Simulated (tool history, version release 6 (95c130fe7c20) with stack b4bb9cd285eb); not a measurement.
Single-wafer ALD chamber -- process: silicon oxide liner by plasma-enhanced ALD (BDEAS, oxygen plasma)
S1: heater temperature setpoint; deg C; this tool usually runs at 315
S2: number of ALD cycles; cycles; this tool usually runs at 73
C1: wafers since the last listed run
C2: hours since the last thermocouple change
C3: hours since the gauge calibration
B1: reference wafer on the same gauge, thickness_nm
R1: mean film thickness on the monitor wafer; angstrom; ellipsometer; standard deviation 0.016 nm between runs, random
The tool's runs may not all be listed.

run 1 hour=0 | S1=315 S2=63 | C1=0 C2=2043.8 C3=183.2 | B1=5.552 | R1=56.85
run 2 hour=67 | S1=315 S2=63 | C1=299 C2=2110.8 C3=250.2 | B1=5.566 | R1=56.92
run 3 hour=118.7 | S1=315 S2=73 | C1=231 C2=2162.5 C3=301.9 | B1=5.573 | R1=65.79
run 4 hour=150.3 | S1=315 S2=73 | C1=141 C2=2194.1 C3=333.5 | B1=5.577 | R1=66.15
run 5 hour=195.7 | S1=315 S2=73 | C1=202 C2=2239.5 C3=378.9 | B1=5.577 | R1=66.39
run 6 hour=229.1 | S1=315 S2=73 | C1=149 C2=2272.9 C3=412.3 | B1=5.583 | R1=66.1
run 7 hour=304.8 | S1=315 S2=73 | C1=338 C2=2348.6 C3=488 | B1=5.589 | R1=66.06
run 8 hour=328.9 | S1=315 S2=73 | C1=107 C2=2372.7 C3=512.1 | B1=5.594 | R1=66.43
run 9 hour=387.9 | S1=315 S2=73 | C1=263 C2=2431.7 C3=571.1 | B1=5.6 | R1=66.52
run 10 hour=429.4 | S1=315 S2=65 | C1=185 C2=2473.2 C3=612.6 | B1=5.602 | R1=59.39
run 11 hour=494.1 | S1=315 S2=65 | C1=289 C2=2537.9 C3=677.3 | B1=5.605 | R1=59.25
run 12 hour=522 | S1=315 S2=65 | C1=124 C2=2565.8 C3=705.2 | B1=5.609 | R1=59.21
run 13 hour=590.5 | S1=315 S2=73 | C1=306 C2=2634.3 C3=773.7 | B1=5.61 | R1=66.55
run 14 hour=624.5 | S1=315 S2=73 | C1=151 C2=2668.3 C3=807.7 | B1=5.611 | R1=66.69
run 15 hour=683.7 | S1=315 S2=73 | C1=264 C2=2727.5 C3=866.9 | B1=5.616 | R1=66.57
run 16 hour=738 | S1=315 S2=73 | C1=242 C2=2781.8 C3=921.2 | B1=5.618 | R1=66.56
run 17 hour=793.4 | S1=315 S2=73 | C1=247 C2=2837.2 C3=976.6 | B1=5.622 | R1=66.53
run 18 hour=861.3 | S1=315 S2=73 | C1=303 C2=2905.1 C3=1044.5 | B1=5.621 | R1=66.41
run 19 hour=900.6 | S1=305 S2=73 | C1=175 C2=2944.4 C3=1083.8 | B1=5.626 | R1=67.57
run 20 hour=970.5 | S1=305 S2=73 | C1=312 C2=3014.3 C3=1153.7 | B1=5.627 | R1=67.06
-- hour=1003.8 thermocouple changed; heater temperature recalibrated
run 21 hour=1030.2 | S1=305 S2=73 | C1=231 C2=26.4 C3=1213.4 | B1=5.628 | R1=67.55
run 22 hour=1072.3 | S1=315 S2=73 | C1=188 C2=68.5 C3=1255.5 | B1=5.63 | R1=66.7
run 23 hour=1139.5 | S1=328 S2=66 | C1=300 C2=135.7 C3=1322.7 | B1=5.632 | R1=59.27
run 24 hour=1182.9 | S1=315 S2=85 | C1=193 C2=179.1 C3=1366.1 | B1=5.633 | R1=77.73
run 25 hour=1240.9 | S1=326 S2=60 | C1=259 C2=237.1 C3=1424.1 | B1=5.631 | R1=54.03
run 26 hour=1297.1 | S1=324 S2=66 | C1=251 C2=293.3 C3=1480.3 | B1=5.631 | R1=59.96
run 27 hour=1367.8 | S1=322 S2=68 | C1=315 C2=364 C3=1551 | B1=5.637 | R1=61.86
-- hour=1416 gauge calibrated
run 28 hour=1559.3 | S1=319 S2=83 | C1=855 C2=555.5 C3=143.3 | B1=5.528 | R1=74.12
run 29 hour=1613 | S1=315 S2=62 | C1=239 C2=609.2 C3=197 | B1=5.537 | R1=55.48
run 30 hour=1666.7 | S1=326 S2=68 | C1=239 C2=662.9 C3=250.7 | B1=5.543 | R1=60.63
run 31 hour=1694 | S1=306 S2=84 | C1=121 C2=690.2 C3=278 | B1=5.546 | R1=76.46
run 32 hour=1756.7 | S1=305 S2=73 | C1=280 C2=752.9 C3=340.7 | B1=5.558 | R1=66.6
run 33 hour=1793 | S1=315 S2=83 | C1=162 C2=789.2 C3=377 | B1=5.56 | R1=75.09
run 34 hour=2007.6 | S1=315 S2=73 | C1=958 C2=1003.8 C3=591.6 | B1=5.581 | R1=66.16
run 35 hour=2139.5 | S1=315 S2=73 | C1=589 C2=1135.7 C3=723.5 | B1=5.589 | R1=66.17
run 36 hour=2177 | S1=315 S2=73 | C1=167 C2=1173.2 C3=761 | B1=5.593 | R1=66.28
run 37 hour=2216 | S1=307 S2=62 | C1=174 C2=1212.2 C3=800 | B1=5.594 | R1=56.76
run 38 hour=2256.9 | S1=323 S2=81 | C1=182 C2=1253.1 C3=840.9 | B1=5.593 | R1=72.98
run 39 hour=2295.8 | S1=329 S2=68 | C1=173 C2=1292 C3=879.8 | B1=5.599 | R1=60.47
run 40 hour=2509.5 | S1=302 S2=65 | C1=954 C2=1505.7 C3=1093.5 | B1=5.606 | R1=59.98
run 41 hour=2545.3 | S1=315 S2=73 | C1=159 C2=1541.5 C3=1129.3 | B1=5.61 | R1=66.52
run 42 hour=2601.8 | S1=328 S2=82 | C1=252 C2=1598 C3=1185.8 | B1=5.608 | R1=73.37

Describe how what the log doesn't record of the tool's condition differs between the last listed run preceding each entry between runs and the first listed run following it.
Runs 20 to 21: thermocouple changed; heater temperature recalibrated (hour 1003.8)
  gauge reads high (%): 1.95 -> 1.98
  measured less the result without the state, R1: +1.28 -> +1.31 angstrom
Runs 27 to 28: gauge calibrated (hour 1416)
  gauge reads high (%): 2.1 -> 0.146
  measured less the result without the state, R1: +1.27 -> +0.11 angstrom
